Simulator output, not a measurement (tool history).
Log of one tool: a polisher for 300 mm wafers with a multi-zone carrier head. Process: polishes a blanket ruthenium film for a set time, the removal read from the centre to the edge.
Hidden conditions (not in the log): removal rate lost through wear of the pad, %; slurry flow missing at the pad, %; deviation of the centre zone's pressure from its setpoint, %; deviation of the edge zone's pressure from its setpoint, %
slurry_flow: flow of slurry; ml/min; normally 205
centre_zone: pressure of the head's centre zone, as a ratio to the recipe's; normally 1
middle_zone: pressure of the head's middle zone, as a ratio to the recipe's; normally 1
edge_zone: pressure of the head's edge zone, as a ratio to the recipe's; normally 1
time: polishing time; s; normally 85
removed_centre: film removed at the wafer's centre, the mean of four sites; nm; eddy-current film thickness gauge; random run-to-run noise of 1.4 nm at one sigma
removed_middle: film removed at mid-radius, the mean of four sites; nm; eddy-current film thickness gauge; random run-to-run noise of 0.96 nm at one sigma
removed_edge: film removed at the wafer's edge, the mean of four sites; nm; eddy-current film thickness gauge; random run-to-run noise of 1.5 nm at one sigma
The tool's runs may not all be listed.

| run | hour | slurry_flow | centre_zone | middle_zone | edge_zone | time | wafers since the last listed run | wafers polished on this pad | hours since the slurry nozzle was cleaned | hours since the centre zone pressure was calibrated | hours since the edge zone pressure was calibrated | hours since the carrier head's membrane was replaced | incoming thickness of the incoming film, nm | removed_centre | removed_middle | removed_edge |
|---|---|---|---|---|---|---|---|---|---|---|---|---|---|---|---|---|
| 1 | 0 | 180 | 1 | 1 | 1 | 96 | 0 | 121 | 188.5 | 2.9 | 370.4 | 1094.1 | 585.2 | 120.8 | 115 | 119.9 |
| 2 | 80.3 | 180 | 1 | 1 | 1 | 96 | 1010 | 1131 | 268.8 | 83.2 | 450.7 | 1174.4 | 588.6 | 118.7 | 113.5 | 115.1 |
| 3 | 170.9 | 205 | 1 | 1 | 0.96 | 85 | 1139 | 2271 | 359.4 | 173.8 | 541.3 | 1265 | 588.7 | 103.6 | 97.8 | 99.6 |
|  | 178.5 | slurry nozzle cleaned |
|  | 224.6 | carrier head's membrane replaced by a new one |
| 4 | 231 | 205 | 1 | 1 | 1 | 85 | 680 | 2951 | 52.5 | 233.9 | 601.4 | 6.4 | 579.6 | 99.2 | 96.5 | 98 |
| 5 | 314.4 | 205 | 1 | 1 | 1 | 85 | 1049 | 4000 | 135.9 | 317.3 | 684.8 | 89.8 | 595.5 | 97.4 | 94.2 | 94.5 |
| 6 | 398.6 | 205 | 0.94 | 1 | 1 | 85 | 1059 | 5059 | 220.1 | 401.5 | 769 | 174 | 589.8 | 90.7 | 90.6 | 92.1 |
|  | 403.6 | worn pad replaced by a new one |
| 7 | 483.2 | 205 | 0.94 | 1 | 1 | 85 | 1013 | 1001 | 304.7 | 486.1 | 853.6 | 258.6 | 586.6 | 101.2 | 101.1 | 107.9 |
| 8 | 559.9 | 205 | 1 | 1 | 1 | 85 | 964 | 1965 | 381.4 | 562.8 | 930.3 | 335.3 | 591.9 | 102 | 100.2 | 102.2 |
|  | 605.7 | slurry nozzle cleaned |
| 9 | 614.3 | 205 | 1 | 1 | 1 | 85 | 671 | 2637 | 8.6 | 617.2 | 984.7 | 389.7 | 588.7 | 100.6 | 99.3 | 102.1 |
| 10 | 668.3 | 205 | 1 | 1 | 1 | 85 | 679 | 3316 | 62.6 | 671.2 | 1038.7 | 443.7 | 594.7 | 100.1 | 96.9 | 99.1 |
|  | 702.1 | centre zone pressure recalibrated |
|  | 819.4 | worn pad replaced by a new one |
|  | 904.2 | edge zone pressure recalibrated |
| 11 | 923.5 | 235 | 1 | 0.95 | 1 | 85 | 3109 | 1284 | 317.8 | 221.4 | 19.3 | 698.9 | 585.3 | 108.4 | 99.3 | 105.6 |
|  | 981.8 | slurry nozzle cleaned |
| 12 | 990.8 | 140 | 1 | 1 | 1 | 105 | 833 | 2118 | 9 | 288.7 | 86.6 | 766.2 | 594.4 | 118.6 | 117.9 | 121.3 |
| 13 | 1060.9 | 185 | 1.11 | 1.05 | 0.91 | 85 | 881 | 3000 | 79.1 | 358.8 | 156.7 | 836.3 | 580.9 | 111.4 | 98.3 | 97.6 |
| 14 | 1131.7 | 205 | 1 | 1 | 1 | 85 | 890 | 3890 | 149.9 | 429.6 | 227.5 | 907.1 | 594.1 | 101.3 | 95.3 | 97.3 |
|  | 1250.5 | worn pad replaced by a new one |
| 15 | 1332.4 | 205 | 1.06 | 0.92 | 1 | 85 | 2474 | 1029 | 350.6 | 630.3 | 428.2 | 1107.8 | 584.5 | 112.2 | 95.3 | 104.8 |
|  | 1393.9 | centre zone pressure recalibrated |
|  | 1416.7 | carrier head's membrane replaced by a new one |
|  | 1417 | slurry nozzle cleaned |
| 16 | 1427.2 | 275 | 1 | 1.04 | 1 | 85 | 1099 | 2129 | 10.2 | 33.3 | 523 | 10.5 | 583.2 | 108 | 105.1 | 106 |
| 17 | 1483.2 | 205 | 1 | 1 | 1 | 85 | 704 | 2834 | 66.2 | 89.3 | 579 | 66.5 | 587.2 | 102.1 | 98.4 | 99 |
| 18 | 1558.2 | 185 | 0.96 | 0.92 | 1 | 85 | 943 | 3777 | 141.2 | 164.3 | 654 | 141.5 | 586.8 | 95.5 | 87.3 | 98.2 |
| 19 | 1601.9 | 205 | 1 | 0.94 | 1.05 | 85 | 549 | 4327 | 184.9 | 208 | 697.7 | 185.2 | 588.5 | 97.6 | 89.6 | 96 |
|  | 1625.1 | worn pad replaced by a new one |
| 20 | 1660.1 | 205 | 1 | 1 | 1 | 85 | 681 | 440 | 243.1 | 266.2 | 755.9 | 243.4 | 591.3 | 106.9 | 102 | 105.7 |
| 21 | 1731.6 | 205 | 1 | 1.1 | 0.9 | 85 | 899 | 1339 | 314.6 | 337.7 | 827.4 | 314.9 | 588 | 102.9 | 109.5 | 98.5 |
|  | 1764.6 | slurry nozzle cleaned |
| 22 | 1785.2 | 205 | 1.07 | 1 | 1 | 85 | 661 | 2001 | 20.6 | 391.3 | 881 | 368.5 | 590.6 | 109.4 | 98.6 | 99.3 |
| 23 | 1872.8 | 205 | 1 | 1 | 1.05 | 85 | 1101 | 3102 | 108.2 | 478.9 | 968.6 | 456.1 | 592.2 | 99.9 | 95.5 | 101 |

The same runs without the tool's hidden state, with the same run-to-run variation:
| run | removed_centre | removed_middle | removed_edge |
|---|---|---|---|
| 1 | 123.1 | 117.2 | 122.2 |
| 2 | 124.1 | 118.6 | 120.3 |
| 3 | 111.5 | 105.3 | 107.2 |
| 4 | 108.9 | 105.9 | 107.6 |
| 5 | 110 | 106.4 | 106.7 |
| 6 | 105.5 | 105.3 | 107 |
| 7 | 103.8 | 103.6 | 110.5 |
| 8 | 107.1 | 105.1 | 107.3 |
| 9 | 107.5 | 106.1 | 109 |
| 10 | 108.9 | 105.4 | 107.8 |
| 11 | 112.6 | 103.1 | 109.7 |
| 12 | 125.8 | 125.1 | 128.7 |
| 13 | 120.9 | 106.7 | 105.9 |
| 14 | 112.6 | 106 | 108.2 |
| 15 | 115.5 | 98.2 | 107.9 |
| 16 | 114.6 | 111.5 | 112.4 |
| 17 | 110.3 | 106.4 | 106.9 |
| 18 | 105.8 | 96.7 | 108.8 |
| 19 | 109.8 | 100.7 | 107.9 |
| 20 | 110.3 | 105.3 | 109.1 |
| 21 | 108.6 | 115.6 | 104 |
| 22 | 117.5 | 106 | 106.6 |
| 23 | 110.5 | 105.6 | 111.6 |

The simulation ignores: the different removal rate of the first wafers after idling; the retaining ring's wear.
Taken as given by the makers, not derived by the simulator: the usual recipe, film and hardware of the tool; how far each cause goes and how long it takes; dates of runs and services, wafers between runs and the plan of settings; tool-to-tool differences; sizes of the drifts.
